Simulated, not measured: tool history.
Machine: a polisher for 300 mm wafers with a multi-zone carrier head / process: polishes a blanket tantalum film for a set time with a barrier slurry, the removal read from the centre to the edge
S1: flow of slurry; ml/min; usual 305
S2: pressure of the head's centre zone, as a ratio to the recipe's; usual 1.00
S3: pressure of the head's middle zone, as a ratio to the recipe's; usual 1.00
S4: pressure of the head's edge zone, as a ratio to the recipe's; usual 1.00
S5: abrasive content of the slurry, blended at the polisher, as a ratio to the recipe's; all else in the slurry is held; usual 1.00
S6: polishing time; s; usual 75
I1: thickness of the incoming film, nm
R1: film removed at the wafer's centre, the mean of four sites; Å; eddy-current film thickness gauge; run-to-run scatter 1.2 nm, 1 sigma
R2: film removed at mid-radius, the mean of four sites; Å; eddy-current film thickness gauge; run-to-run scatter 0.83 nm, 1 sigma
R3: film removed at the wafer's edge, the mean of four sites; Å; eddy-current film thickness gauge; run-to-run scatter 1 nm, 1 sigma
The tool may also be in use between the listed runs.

run 1 day=0.000 | S1=305 S2=1.00 S3=1.00 S4=1.00 S5=1.00 S6=62 | I1=398.4 | R1=1037 R2=965 R3=959
run 2 day=0.392 | S1=305 S2=1.00 S3=1.00 S4=1.00 S5=1.00 S6=62 | I1=399.2 | R1=1011 R2=965 R3=955
run 3 day=0.762 | S1=305 S2=1.00 S3=1.00 S4=1.00 S5=1.00 S6=62 | I1=403.1 | R1=1050 R2=973 R3=948
run 4 day=1.188 | S1=305 S2=1.00 S3=1.00 S4=1.00 S5=1.00 S6=75 | I1=400.4 | R1=1229 R2=1156 R3=1154
run 5 day=1.554 | S1=305 S2=1.00 S3=1.00 S4=1.00 S5=1.00 S6=75 | I1=399.7 | R1=1241 R2=1155 R3=1157
-- day=1.867 worn pad replaced by a new one
run 6 day=1.888 | S1=305 S2=1.00 S3=1.00 S4=1.00 S5=1.00 S6=75 | I1=400.0 | R1=1273 R2=1156 R3=1177
run 7 day=2.200 | S1=305 S2=1.00 S3=1.00 S4=1.00 S5=1.00 S6=75 | I1=400.1 | R1=1269 R2=1158 R3=1142
run 8 day=2.875 | S1=305 S2=1.00 S3=1.00 S4=1.00 S5=1.00 S6=75 | I1=400.3 | R1=1270 R2=1184 R3=1167
-- day=3.267 centre zone pressure recalibrated
-- day=3.292 edge zone pressure recalibrated
-- day=3.925 worn pad replaced by a new one
run 9 day=3.946 | S1=305 S2=1.00 S3=1.00 S4=1.00 S5=1.00 S6=75 | I1=395.5 | R1=1173 R2=1183 R3=1151
run 10 day=4.133 | S1=390 S2=1.00 S3=1.00 S4=1.00 S5=1.00 S6=75 | I1=401.0 | R1=1183 R2=1202 R3=1189
-- day=4.338 slurry nozzle cleaned
run 11 day=4.550 | S1=400 S2=0.94 S3=1.00 S4=1.10 S5=1.00 S6=75 | I1=400.8 | R1=1125 R2=1201 R3=1247
run 12 day=5.258 | S1=220 S2=1.00 S3=1.04 S4=1.00 S5=1.00 S6=75 | I1=400.3 | R1=1102 R2=1155 R3=1130
-- day=5.571 worn pad replaced by a new one
-- day=5.854 carrier head's membrane replaced by a new one
run 13 day=5.875 | S1=240 S2=1.00 S3=1.00 S4=1.00 S5=0.85 S6=75 | I1=393.2 | R1=1087 R2=1097 R3=1096
run 14 day=6.496 | S1=305 S2=1.00 S3=1.00 S4=1.00 S5=1.00 S6=75 | I1=403.2 | R1=1146 R2=1161 R3=1149
run 15 day=6.883 | S1=305 S2=1.00 S3=1.00 S4=1.00 S5=1.00 S6=62 | I1=402.4 | R1=965 R2=960 R3=949
-- day=7.571 worn pad replaced by a new one
run 16 day=7.592 | S1=305 S2=1.00 S3=1.00 S4=1.00 S5=1.00 S6=60 | I1=396.6 | R1=926 R2=930 R3=929
run 17 day=7.821 | S1=360 S2=1.09 S3=1.00 S4=1.00 S5=1.15 S6=75 | I1=403.0 | R1=1325 R2=1226 R3=1207
-- day=9.629 worn pad replaced by a new one
run 18 day=9.650 | S1=305 S2=1.05 S3=1.00 S4=1.00 S5=0.75 S6=75 | I1=401.8 | R1=1155 R2=1094 R3=1072

Hidden state or all else? Some run-to-run changes of R1, split into what the settings, what came in and random variation would give without the hidden state, and what is left for the hidden state (with any gauge scatter that isn't in both results):
Hidden state at play: removal rate lost through wear of the pad, %; slurry flow missing at the pad, %; deviation of the centre zone's pressure from its setpoint, %; deviation of the edge zone's pressure from its setpoint, %.
Run 8 -> 9: centre zone pressure recalibrated, edge zone pressure recalibrated, worn pad replaced by a new one. R1 -97 Å: hidden state -119, all else +22.
Run 16 -> 17: S1 305 -> 360, S2 1.00 -> 1.09, S5 1.00 -> 1.15, S6 60 -> 75. R1 +399 Å: hidden state +3, all else +396.
